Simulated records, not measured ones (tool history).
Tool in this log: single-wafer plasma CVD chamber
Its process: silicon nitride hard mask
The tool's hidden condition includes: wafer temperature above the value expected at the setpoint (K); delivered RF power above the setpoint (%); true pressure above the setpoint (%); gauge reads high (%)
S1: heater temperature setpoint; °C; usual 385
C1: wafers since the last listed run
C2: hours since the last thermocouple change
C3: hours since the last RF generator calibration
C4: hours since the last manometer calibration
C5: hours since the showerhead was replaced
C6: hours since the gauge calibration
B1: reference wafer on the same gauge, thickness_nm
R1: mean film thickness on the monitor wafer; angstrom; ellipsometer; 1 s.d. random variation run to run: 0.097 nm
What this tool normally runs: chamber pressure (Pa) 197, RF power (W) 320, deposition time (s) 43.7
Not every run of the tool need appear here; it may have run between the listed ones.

{"run": 1, "hour": 0.0, "S1": 385, "chamber pressure (Pa)": 217, "RF power (W)": 320, "deposition time (s)": 43.7, "C1": 0, "C2": 29.9, "C3": 1823.9, "C4": 813, "C5": 7475, "C6": 553.4, "B1": 49.969, "R1": 509.54}
{"run": 2, "hour": 8.5, "S1": 385, "chamber pressure (Pa)": 217, "RF power (W)": 320, "deposition time (s)": 43.7, "C1": 211, "C2": 38.4, "C3": 1832.4, "C4": 821.5, "C5": 7483.5, "C6": 561.9, "B1": 50.022, "R1": 510.28}
{"run": 3, "hour": 23.6, "S1": 385, "chamber pressure (Pa)": 217, "RF power (W)": 320, "deposition time (s)": 43.7, "C1": 375, "C2": 53.5, "C3": 1847.5, "C4": 836.6, "C5": 7498.6, "C6": 577, "B1": 49.964, "R1": 508.68}
{"run": 4, "hour": 35.5, "S1": 385, "chamber pressure (Pa)": 208, "RF power (W)": 320, "deposition time (s)": 43.7, "C1": 295, "C2": 65.4, "C3": 1859.4, "C4": 848.5, "C5": 7510.5, "C6": 588.9, "B1": 50.005, "R1": 499.63}
{"run": 5, "hour": 48.3, "S1": 385, "chamber pressure (Pa)": 208, "RF power (W)": 320, "deposition time (s)": 43.7, "C1": 318, "C2": 78.2, "C3": 1872.2, "C4": 861.3, "C5": 7523.3, "C6": 601.7, "B1": 50.05, "R1": 499.09}
{"run": 6, "hour": 56.4, "S1": 385, "chamber pressure (Pa)": 208, "RF power (W)": 320, "deposition time (s)": 43.7, "C1": 201, "C2": 86.3, "C3": 1880.3, "C4": 869.4, "C5": 7531.4, "C6": 609.8, "B1": 49.999, "R1": 499.71}
{"hour": 64.8, "done": "RF generator calibrated"}
{"run": 7, "hour": 82.2, "S1": 385, "chamber pressure (Pa)": 197, "RF power (W)": 320, "deposition time (s)": 43.7, "C1": 442, "C2": 112.1, "C3": 17.4, "C4": 895.2, "C5": 7557.2, "C6": 635.6, "B1": 49.996, "R1": 508.49}
{"run": 8, "hour": 88.2, "S1": 385, "chamber pressure (Pa)": 197, "RF power (W)": 320, "deposition time (s)": 43.7, "C1": 149, "C2": 118.1, "C3": 23.4, "C4": 901.2, "C5": 7563.2, "C6": 641.6, "B1": 50.002, "R1": 508.29}
{"run": 9, "hour": 98.0, "S1": 385, "chamber pressure (Pa)": 176, "RF power (W)": 320, "deposition time (s)": 51, "C1": 243, "C2": 127.9, "C3": 33.2, "C4": 911, "C5": 7573, "C6": 651.4, "B1": 50.019, "R1": 560.97}
{"run": 10, "hour": 104.3, "S1": 374, "chamber pressure (Pa)": 165, "RF power (W)": 345, "deposition time (s)": 38.3, "C1": 156, "C2": 134.2, "C3": 39.5, "C4": 917.3, "C5": 7579.3, "C6": 657.7, "B1": 49.984, "R1": 423.35}
{"run": 11, "hour": 112.6, "S1": 399, "chamber pressure (Pa)": 172, "RF power (W)": 320, "deposition time (s)": 43.7, "C1": 206, "C2": 142.5, "C3": 47.8, "C4": 925.6, "C5": 7587.6, "C6": 666, "B1": 49.986, "R1": 473.11}
{"hour": 117.6, "done": "gauge calibrated"}
{"run": 12, "hour": 126.6, "S1": 396, "chamber pressure (Pa)": 223, "RF power (W)": 320, "deposition time (s)": 36.1, "C1": 347, "C2": 156.5, "C3": 61.8, "C4": 939.6, "C5": 7601.6, "C6": 9, "B1": 50.013, "R1": 437.77}
{"run": 13, "hour": 140.0, "S1": 385, "chamber pressure (Pa)": 197, "RF power (W)": 320, "deposition time (s)": 43.7, "C1": 333, "C2": 169.9, "C3": 75.2, "C4": 953, "C5": 7615, "C6": 22.4, "B1": 49.985, "R1": 508.07}
{"hour": 155.4, "done": "capacitance manometer re-zeroed and calibrated"}
{"run": 14, "hour": 155.9, "S1": 385, "chamber pressure (Pa)": 197, "RF power (W)": 270, "deposition time (s)": 48.2, "C1": 196, "C2": 185.8, "C3": 91.1, "C4": 0.5, "C5": 7630.9, "C6": 38.3, "B1": 49.971, "R1": 508.81}
{"run": 15, "hour": 161.3, "S1": 390, "chamber pressure (Pa)": 197, "RF power (W)": 320, "deposition time (s)": 48.3, "C1": 134, "C2": 191.2, "C3": 96.5, "C4": 5.9, "C5": 7636.3, "C6": 43.7, "B1": 49.973, "R1": 544.84}
{"run": 16, "hour": 168.9, "S1": 385, "chamber pressure (Pa)": 215, "RF power (W)": 320, "deposition time (s)": 43.7, "C1": 188, "C2": 198.8, "C3": 104.1, "C4": 13.5, "C5": 7643.9, "C6": 51.3, "B1": 50.011, "R1": 512.79}
{"run": 17, "hour": 186.9, "S1": 385, "chamber pressure (Pa)": 151, "RF power (W)": 320, "deposition time (s)": 43.7, "C1": 447, "C2": 216.8, "C3": 122.1, "C4": 31.5, "C5": 7661.9, "C6": 69.3, "B1": 50.003, "R1": 430.06}
{"hour": 205.2, "done": "showerhead replaced"}
{"run": 18, "hour": 205.7, "S1": 390, "chamber pressure (Pa)": 197, "RF power (W)": 340, "deposition time (s)": 43.7, "C1": 268, "C2": 235.6, "C3": 140.9, "C4": 50.3, "C5": 0.5, "C6": 88.1, "B1": 50.047, "R1": 506.65}
{"run": 19, "hour": 215.8, "S1": 385, "chamber pressure (Pa)": 197, "RF power (W)": 320, "deposition time (s)": 43.7, "C1": 251, "C2": 245.7, "C3": 151, "C4": 60.4, "C5": 10.6, "C6": 98.2, "B1": 49.989, "R1": 496.4}
{"run": 20, "hour": 223.6, "S1": 385, "chamber pressure (Pa)": 197, "RF power (W)": 320, "deposition time (s)": 43.7, "C1": 193, "C2": 253.5, "C3": 158.8, "C4": 68.2, "C5": 18.4, "C6": 106, "B1": 50.002, "R1": 494.29}
{"run": 21, "hour": 232.2, "S1": 395, "chamber pressure (Pa)": 197, "RF power (W)": 305, "deposition time (s)": 43.7, "C1": 213, "C2": 262.1, "C3": 167.4, "C4": 76.8, "C5": 27, "C6": 114.6, "B1": 50.046, "R1": 485.11}
{"run": 22, "hour": 244.5, "S1": 396, "chamber pressure (Pa)": 197, "RF power (W)": 320, "deposition time (s)": 43.7, "C1": 305, "C2": 274.4, "C3": 179.7, "C4": 89.1, "C5": 39.3, "C6": 126.9, "B1": 50.04, "R1": 493.02}
{"run": 23, "hour": 259.7, "S1": 385, "chamber pressure (Pa)": 197, "RF power (W)": 320, "deposition time (s)": 43.7, "C1": 377, "C2": 289.6, "C3": 194.9, "C4": 104.3, "C5": 54.5, "C6": 142.1, "B1": 49.971, "R1": 493.37}
{"run": 24, "hour": 266.2, "S1": 374, "chamber pressure (Pa)": 225, "RF power (W)": 320, "deposition time (s)": 43.7, "C1": 161, "C2": 296.1, "C3": 201.4, "C4": 110.8, "C5": 61, "C6": 148.6, "B1": 50.017, "R1": 526.23}
{"run": 25, "hour": 283.2, "S1": 385, "chamber pressure (Pa)": 197, "RF power (W)": 320, "deposition time (s)": 52.1, "C1": 422, "C2": 313.1, "C3": 218.4, "C4": 127.8, "C5": 78, "C6": 165.6, "B1": 50.001, "R1": 590.47}
{"run": 26, "hour": 289.8, "S1": 394, "chamber pressure (Pa)": 247, "RF power (W)": 320, "deposition time (s)": 36.2, "C1": 164, "C2": 319.7, "C3": 225, "C4": 134.4, "C5": 84.6, "C6": 172.2, "B1": 50.042, "R1": 447.23}
{"run": 27, "hour": 303.3, "S1": 375, "chamber pressure (Pa)": 175, "RF power (W)": 320, "deposition time (s)": 43.7, "C1": 335, "C2": 333.2, "C3": 238.5, "C4": 147.9, "C5": 98.1, "C6": 185.7, "B1": 50.015, "R1": 469.88}
{"run": 28, "hour": 318.0, "S1": 385, "chamber pressure (Pa)": 197, "RF power (W)": 320, "deposition time (s)": 43.7, "C1": 365, "C2": 347.9, "C3": 253.2, "C4": 162.6, "C5": 112.8, "C6": 200.4, "B1": 50.008, "R1": 493.88}
{"run": 29, "hour": 333.6, "S1": 394, "chamber pressure (Pa)": 247, "RF power (W)": 320, "deposition time (s)": 36.2, "C1": 387, "C2": 363.5, "C3": 268.8, "C4": 178.2, "C5": 128.4, "C6": 216, "B1": 49.967, "R1": 448.12}
{"run": 30, "hour": 345.3, "S1": 385, "chamber pressure (Pa)": 197, "RF power (W)": 320, "deposition time (s)": 43.7, "C1": 290, "C2": 375.2, "C3": 280.5, "C4": 189.9, "C5": 140.1, "C6": 227.7, "B1": 49.965, "R1": 495.84}

Each row is a separate what-if for the run after 30, all from the same tool condition, not one after another. Results?
{"run": "A", "hour": 345.7, "S1": 385, "chamber pressure (Pa)": 175, "RF power (W)": 320, "deposition time (s)": 43.7, "C1": 9, "C2": 375.6, "C3": 280.9, "C4": 190.3, "C5": 140.5, "C6": 228.1, "B1": "?", "R1": "?"}
{"run": "B", "hour": 345.7, "S1": 385, "chamber pressure (Pa)": 235, "RF power (W)": 305, "deposition time (s)": 43.7, "C1": 9, "C2": 375.6, "C3": 280.9, "C4": 190.3, "C5": 140.5, "C6": 228.1, "B1": "?", "R1": "?"}
{"run": "C", "hour": 345.7, "S1": 380, "chamber pressure (Pa)": 197, "RF power (W)": 295, "deposition time (s)": 43.7, "C1": 9, "C2": 375.6, "C3": 280.9, "C4": 190.3, "C5": 140.5, "C6": 228.1, "B1": "?", "R1": "?"}

run=A B1=49.995 R1=467.3
run=B B1=49.995 R1=519.08
run=C B1=49.995 R1=478.51
Without the tool's unlogged condition, the same runs would have read:
run=A R1=467.13
run=B R1=519.86
run=C R1=478.84
